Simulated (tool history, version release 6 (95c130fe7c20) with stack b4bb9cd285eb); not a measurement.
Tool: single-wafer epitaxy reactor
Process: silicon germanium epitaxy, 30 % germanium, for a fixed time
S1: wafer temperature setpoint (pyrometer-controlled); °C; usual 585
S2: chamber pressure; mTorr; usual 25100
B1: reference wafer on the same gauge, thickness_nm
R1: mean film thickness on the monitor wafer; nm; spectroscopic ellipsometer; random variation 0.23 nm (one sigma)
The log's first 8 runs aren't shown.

run 9 hour=551.2 | S1=591 S2=22400 | B1=44.891 | R1=55.552
run 10 hour=621.9 | S1=585 S2=25100 | B1=44.865 | R1=50.175
-- hour=663 pyrometer calibrated
run 11 hour=758.8 | S1=585 S2=27100 | B1=44.916 | R1=53.171
run 12 hour=817.2 | S1=585 S2=27100 | B1=44.876 | R1=53.828
run 13 hour=846.3 | S1=585 S2=27100 | B1=44.95 | R1=53.629
run 14 hour=911.8 | S1=585 S2=25100 | B1=44.981 | R1=52.113
-- hour=1062.5 showerhead replaced
-- hour=1070.3 gauge calibrated
run 15 hour=1095.3 | S1=585 S2=25100 | B1=44.875 | R1=52.013
run 16 hour=1121.3 | S1=585 S2=25100 | B1=44.838 | R1=51.727

Run 17 comes next. What will it give?
run 17 hour=1146.6 | S1=595 S2=19900 | B1=? | R1=?

{"run 17": {"B1": 44.912, "R1": 60.573}}
Without the tool's hidden state the same run would have given R1 60.782 nm.

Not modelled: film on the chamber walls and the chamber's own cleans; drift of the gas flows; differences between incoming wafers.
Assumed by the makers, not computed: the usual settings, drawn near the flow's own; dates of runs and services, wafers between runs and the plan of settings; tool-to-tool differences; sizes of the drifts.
